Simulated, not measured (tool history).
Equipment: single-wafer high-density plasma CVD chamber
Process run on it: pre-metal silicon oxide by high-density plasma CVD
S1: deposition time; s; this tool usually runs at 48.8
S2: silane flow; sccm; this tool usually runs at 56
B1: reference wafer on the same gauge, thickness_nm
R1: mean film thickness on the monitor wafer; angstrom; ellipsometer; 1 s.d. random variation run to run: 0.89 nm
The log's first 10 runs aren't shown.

Run 11, hour 569.1: usual settings but S2 51 sccm; B1 262.021. Result: R1 2510.42 angstrom.
Run 12, hour 624.2: usual settings but S1 50.8 s; B1 261.701. Result: R1 2851.77 angstrom.
Run 13, hour 659.9: usual settings but S1 41.4 s; B1 261.875. Result: R1 2320.53 angstrom.
Run 14, hour 705.3: usual settings but S1 41.4 s; B1 261.870. Result: R1 2326.41 angstrom.
Run 15, hour 753.0: usual settings but S1 51.7 s; B1 262.225. Result: R1 2893.36 angstrom.
Run 16, hour 798.1: usual settings but S1 51.7 s; B1 262.005. Result: R1 2911.73 angstrom.
Run 17, hour 831.8: usual settings but S2 65 sccm; B1 262.261. Result: R1 3118.40 angstrom.
At hour 834.2: gauge calibrated.
Run 18, hour 872.4: usual settings; B1 261.833. Result: R1 2752.04 angstrom.
Run 19, hour 913.9: usual settings but S1 57.1 s; B1 261.818. Result: R1 3194.89 angstrom.
Run 20, hour 963.9: usual settings but S1 40.2 s, S2 61 sccm; B1 261.944. Result: R1 2439.05 angstrom.
Run 21, hour 990.1: usual settings but S1 57.1 s; B1 262.334. Result: R1 3211.63 angstrom.
Run 22, hour 1030.8: usual settings but S1 44.1 s, S2 46 sccm; B1 262.237. Result: R1 2080.28 angstrom.
Run 23, hour 1079.3: usual settings but S1 44.4 s; B1 261.935. Result: R1 2481.29 angstrom.
Run 24, hour 1150.0: usual settings but S1 56.8 s, S2 60 sccm; B1 261.707. Result: R1 3381.38 angstrom.
At hour 1172.8: silane flow controller replaced.
Run 25, hour 1186.9: usual settings; B1 262.015. Result: R1 2878.81 angstrom.
Run 26, hour 1214.1: usual settings; B1 261.903. Result: R1 2861.71 angstrom.
Run 27, hour 1266.3: usual settings but S1 52.1 s, S2 67 sccm; B1 262.091. Result: R1 3600.30 angstrom.
Run 28, hour 1336.6: usual settings; B1 262.394. Result: R1 2848.42 angstrom.
Run 29, hour 1380.8: usual settings but S1 53.3 s, S2 62 sccm; B1 261.927. Result: R1 3382.93 angstrom.
Run 30, hour 1420.6: usual settings but S1 55.4 s, S2 52 sccm; B1 261.889. Result: R1 3003.75 angstrom.
Run 31, hour 1448.3: usual settings but S1 57.1 s; B1 262.075. Result: R1 3316.26 angstrom.
Run 32, hour 1506.1: usual settings but S2 46 sccm; B1 262.125. Result: R1 2370.39 angstrom.
Run 33, hour 1557.7: usual settings but S1 54.2 s, S2 63 sccm; B1 262.002. Result: R1 3512.76 angstrom.
Run 34, hour 1594.6: usual settings; B1 261.977. Result: R1 2827.35 angstrom.

3 ways to go on from here, each from the tool as it stands after run 34. What would each give?
Run A, hour 1595.0: usual settings; B1 ?. Result: R1 ?.
Run B, hour 1595.0: usual settings but S2 53 sccm; B1 ?. Result: R1 ?.
Run C, hour 1595.0: usual settings but S2 52 sccm; B1 ?. Result: R1 ?.

run       B1       R1
  A  261.821  2822.26
  B  261.821  2685.99
  C  261.821  2640.56
Without the tool's hidden state the same runs would have given:
run       R1
  A  2884.37
  B  2745.09
  C  2698.67
